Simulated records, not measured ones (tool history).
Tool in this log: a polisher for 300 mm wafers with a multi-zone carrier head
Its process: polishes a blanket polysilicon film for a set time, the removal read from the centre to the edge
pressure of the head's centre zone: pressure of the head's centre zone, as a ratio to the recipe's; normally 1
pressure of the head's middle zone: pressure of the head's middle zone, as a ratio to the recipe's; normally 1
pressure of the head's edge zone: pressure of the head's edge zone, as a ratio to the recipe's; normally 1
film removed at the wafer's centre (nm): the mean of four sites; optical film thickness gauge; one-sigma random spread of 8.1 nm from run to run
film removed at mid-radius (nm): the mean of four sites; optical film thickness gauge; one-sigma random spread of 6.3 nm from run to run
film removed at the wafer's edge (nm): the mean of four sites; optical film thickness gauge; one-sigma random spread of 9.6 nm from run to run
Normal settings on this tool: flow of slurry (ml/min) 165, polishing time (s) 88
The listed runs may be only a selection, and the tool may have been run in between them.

| run | day | flow of slurry (ml/min) | pressure of the head's centre zone | pressure of the head's middle zone | pressure of the head's edge zone | polishing time (s) | wafers since the last listed run | wafers polished on this pad | hours since the slurry nozzle was cleaned | hours since the centre zone pressure was calibrated | hours since the edge zone pressure was calibrated | hours since the carrier head's membrane was replaced | incoming thickness of the incoming film, nm | film removed at the wafer's centre (nm) | film removed at mid-radius (nm) | film removed at the wafer's edge (nm) |
|---|---|---|---|---|---|---|---|---|---|---|---|---|---|---|---|---|
| 1 | 0 | 165 | 1 | 1 | 1 | 88 | 0 | 347 | 466.1 | 295.2 | 731.6 | 988.3 | 2008.3 | 597.7 | 608.5 | 615.1 |
| 2 | 1.404 | 165 | 1 | 1 | 1 | 88 | 198 | 546 | 499.8 | 328.9 | 765.3 | 1022 | 1993.1 | 589.8 | 597.4 | 611.7 |
| 3 | 1.992 | 165 | 1 | 1 | 1 | 88 | 82 | 629 | 513.9 | 343 | 779.4 | 1036.1 | 2014 | 584.7 | 594.6 | 602.1 |
| 4 | 2.971 | 165 | 1 | 1 | 1 | 88 | 138 | 767 | 537.4 | 366.5 | 802.9 | 1059.6 | 2033 | 581 | 600.6 | 618.7 |
|  | 3.675 | worn pad replaced by a new one |
| 5 | 4.004 | 165 | 1 | 1.05 | 1 | 88 | 122 | 46 | 562.2 | 391.3 | 827.7 | 1084.4 | 1998.1 | 609.6 | 633 | 644 |
| 6 | 4.733 | 165 | 1 | 1.05 | 1 | 88 | 102 | 149 | 579.7 | 408.8 | 845.2 | 1101.9 | 2028.4 | 598.8 | 628.1 | 630.2 |
|  | 5.033 | centre zone pressure recalibrated |
|  | 5.438 | slurry nozzle cleaned |
| 7 | 5.5 | 165 | 1 | 1 | 1 | 88 | 90 | 240 | 1.5 | 11.2 | 863.6 | 1120.3 | 1975.9 | 726.1 | 702.6 | 682.2 |
| 8 | 6.475 | 165 | 1 | 1 | 1 | 88 | 137 | 377 | 24.9 | 34.6 | 887 | 1143.7 | 2016.7 | 688.8 | 694.6 | 691.3 |
| 9 | 7.742 | 135 | 1 | 1 | 0.96 | 88 | 178 | 556 | 55.3 | 65 | 917.4 | 1174.1 | 2013.3 | 643.7 | 653.7 | 644.2 |
| 10 | 8.629 | 165 | 1 | 1 | 0.9 | 98 | 125 | 682 | 76.6 | 86.3 | 938.7 | 1195.4 | 1984.5 | 731.4 | 753 | 696.6 |
|  | 9.638 | worn pad replaced by a new one |
| 11 | 9.783 | 165 | 0.94 | 1 | 1.12 | 88 | 139 | 20 | 104.3 | 114 | 966.4 | 1223.1 | 1998.4 | 662.8 | 692.4 | 720.1 |
| 12 | 10.933 | 165 | 1 | 1 | 1 | 88 | 162 | 183 | 131.9 | 141.6 | 994 | 1250.7 | 2014.2 | 670.1 | 678.8 | 674.5 |
|  | 11.696 | edge zone pressure recalibrated |
| 13 | 11.833 | 165 | 1 | 1.1 | 0.91 | 88 | 115 | 298 | 153.5 | 163.2 | 3.3 | 1272.3 | 1982.1 | 668 | 700.8 | 638.8 |
| 14 | 12.875 | 165 | 1.11 | 1 | 0.91 | 80 | 147 | 445 | 178.5 | 188.2 | 28.3 | 1297.3 | 2019.2 | 652.4 | 598 | 571.3 |
| 15 | 13.771 | 200 | 0.9 | 0.88 | 1 | 88 | 126 | 572 | 200 | 209.7 | 49.8 | 1318.8 | 2020.3 | 616 | 614.7 | 675.4 |
| 16 | 15.238 | 165 | 1 | 0.96 | 1 | 116 | 207 | 779 | 235.2 | 244.9 | 85 | 1354 | 2007 | 829.8 | 827.4 | 834.7 |
|  | 15.721 | carrier head's membrane replaced by a new one |
|  | 15.908 | worn pad replaced by a new one |
| 17 | 16.508 | 165 | 1.04 | 1.03 | 1 | 78 | 126 | 84 | 265.7 | 275.4 | 115.5 | 18.9 | 2016.3 | 603.1 | 598.6 | 587.9 |
| 18 | 17.925 | 195 | 0.97 | 1 | 1.12 | 73 | 200 | 285 | 299.7 | 309.4 | 149.5 | 52.9 | 1990.1 | 535.3 | 556.4 | 573.6 |
| 19 | 19.042 | 165 | 1 | 1.1 | 1 | 88 | 157 | 442 | 326.5 | 336.2 | 176.3 | 79.7 | 1982 | 628.9 | 678.1 | 636.7 |
| 20 | 19.808 | 205 | 1 | 1.09 | 1.11 | 97 | 108 | 551 | 344.9 | 354.6 | 194.7 | 98.1 | 2022.8 | 732.9 | 786 | 762.8 |
| 21 | 20.638 | 165 | 1 | 1 | 1 | 88 | 117 | 668 | 364.8 | 374.5 | 214.6 | 118 | 1983.7 | 620.3 | 626.4 | 637.4 |
| 22 | 21.688 | 115 | 1 | 1 | 1 | 88 | 148 | 816 | 390 | 399.7 | 239.8 | 143.2 | 1987.6 | 523.3 | 540 | 570.7 |
|  | 22.3 | worn pad replaced by a new one |
| 23 | 22.55 | 165 | 1 | 1 | 1 | 88 | 98 | 35 | 410.7 | 420.4 | 260.5 | 163.9 | 2012.3 | 642.5 | 647.7 | 658.4 |

Alternative continuations, all from the tool just after run 23; predict every row:
| A | 22.567 | 165 | 1 | 1 | 1 | 101 | 2 | 37 | 411.1 | 420.8 | 260.9 | 164.3 | 1983.4 | ? | ? | ? |
| B | 22.567 | 195 | 1 | 0.9 | 1.11 | 88 | 2 | 37 | 411.1 | 420.8 | 260.9 | 164.3 | 1983.4 | ? | ? | ? |
| C | 22.567 | 165 | 0.92 | 1 | 1 | 88 | 2 | 37 | 411.1 | 420.8 | 260.9 | 164.3 | 1983.4 | ? | ? | ? |

| run | film removed at the wafer's centre (nm) | film removed at mid-radius (nm) | film removed at the wafer's edge (nm) |
|---|---|---|---|
| A | 735.9 | 748.9 | 751.6 |
| B | 676.6 | 637.5 | 703.3 |
| C | 593.6 | 652.8 | 654.8 |
With no hidden state in the tool, these same runs would have given:
| run | film removed at the wafer's centre (nm) | film removed at mid-radius (nm) | film removed at the wafer's edge (nm) |
|---|---|---|---|
| A | 845.3 | 846.9 | 821.3 |
| B | 760.4 | 707.9 | 760.1 |
| C | 681.8 | 738.2 | 715.6 |

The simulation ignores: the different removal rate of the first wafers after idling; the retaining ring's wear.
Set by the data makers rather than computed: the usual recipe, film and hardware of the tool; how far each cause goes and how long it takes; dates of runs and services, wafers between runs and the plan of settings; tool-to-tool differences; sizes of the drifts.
